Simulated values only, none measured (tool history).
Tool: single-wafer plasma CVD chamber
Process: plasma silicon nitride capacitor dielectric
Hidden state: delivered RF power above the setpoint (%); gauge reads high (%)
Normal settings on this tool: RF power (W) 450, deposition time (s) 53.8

| run | hour | RF power (W) | deposition time (s) | wafers since the last listed run | hours since the last RF generator calibration | hours since the showerhead was replaced | hours since the gauge calibration | read-back reference wafer on the same gauge, thickness_nm | mean film thickness on the monitor wafer (nm) |
|---|---|---|---|---|---|---|---|---|---|
| 1 | 0 | 385 | 53.8 | 0 | 1373.8 | 3602.6 | 341.5 | 70.49 | 67.432 |
| 2 | 29.7 | 385 | 53.8 | 596 | 1403.5 | 3632.3 | 371.2 | 70.476 | 67.2 |
| 3 | 95.2 | 385 | 53.8 | 1314 | 1469 | 3697.8 | 436.7 | 70.474 | 67.084 |
| 4 | 151.6 | 450 | 60.7 | 1132 | 1525.4 | 3754.2 | 493.1 | 70.516 | 78.266 |
| 5 | 340.9 | 450 | 49.4 | 3799 | 1714.7 | 3943.5 | 682.4 | 70.51 | 63.831 |
| 6 | 387.9 | 450 | 49.4 | 943 | 1761.7 | 3990.5 | 729.4 | 70.523 | 63.995 |
| 7 | 458.1 | 450 | 49.4 | 1409 | 1831.9 | 4060.7 | 799.6 | 70.495 | 63.886 |
| 8 | 529.7 | 450 | 53.8 | 1437 | 1903.5 | 4132.3 | 871.2 | 70.473 | 69.333 |
|  | 583.1 | showerhead replaced |
| 9 | 583.6 | 450 | 53.8 | 921 | 1957.4 | 0.5 | 925.1 | 70.485 | 69.232 |
| 10 | 645.4 | 450 | 53.8 | 1240 | 2019.2 | 62.3 | 986.9 | 70.499 | 69.399 |
| 11 | 704.9 | 495 | 59.3 | 1194 | 2078.7 | 121.8 | 1046.4 | 70.498 | 78.184 |
| 12 | 758 | 450 | 53.8 | 1065 | 2131.8 | 174.9 | 1099.5 | 70.497 | 69.323 |
|  | 810.5 | gauge calibrated |
| 13 | 811.9 | 450 | 43.2 | 1081 | 2185.7 | 228.8 | 1.4 | 70.539 | 55.794 |
| 14 | 838.5 | 515 | 58.2 | 533 | 2212.3 | 255.4 | 28 | 70.532 | 77.702 |
| 15 | 874.2 | 450 | 53.8 | 716 | 2248 | 291.1 | 63.7 | 70.484 | 69.394 |
| 16 | 910.7 | 450 | 53.8 | 732 | 2284.5 | 327.6 | 100.2 | 70.522 | 69.538 |
|  | 928.6 | RF generator calibrated |
| 17 | 981.9 | 450 | 53.8 | 1268 | 53.3 | 398.8 | 171.4 | 70.506 | 70.566 |
| 18 | 1006.3 | 500 | 57.9 | 489 | 77.7 | 423.2 | 195.8 | 70.502 | 77.966 |
| 19 | 1096.2 | 450 | 43.6 | 1804 | 167.6 | 513.1 | 285.7 | 70.524 | 57.152 |
| 20 | 1143.8 | 450 | 53.8 | 955 | 215.2 | 560.7 | 333.3 | 70.502 | 70.466 |
| 21 | 1181.8 | 515 | 44.1 | 762 | 253.2 | 598.7 | 371.3 | 70.52 | 59.432 |
| 22 | 1227.3 | 450 | 45.4 | 913 | 298.7 | 644.2 | 416.8 | 70.49 | 59.184 |
| 23 | 1304.9 | 540 | 59 | 1557 | 376.3 | 721.8 | 494.4 | 70.481 | 80.247 |
| 24 | 1342.3 | 450 | 53.8 | 750 | 413.7 | 759.2 | 531.8 | 70.517 | 69.715 |

Subtracting, for every run, the result it would have given without the tool's unlogged condition from the measured result gives the following. The same run-to-run variation enters both numbers; the gauge's scatter may not:
| run | mean film thickness on the monitor wafer (nm) |
|---|---|
| 1 | -1.18 |
| 2 | -1.185 |
| 3 | -1.203 |
| 4 | -1.423 |
| 5 | -1.205 |
| 6 | -1.218 |
| 7 | -1.23 |
| 8 | -1.349 |
| 9 | -1.356 |
| 10 | -1.37 |
| 11 | -1.553 |
| 12 | -1.384 |
| 13 | -1.12 |
| 14 | -1.564 |
| 15 | -1.402 |
| 16 | -1.409 |
| 17 | -0.229 |
| 18 | -0.296 |
| 19 | -0.327 |
| 20 | -0.468 |
| 21 | -0.437 |
| 22 | -0.484 |
| 23 | -0.76 |
| 24 | -0.701 |
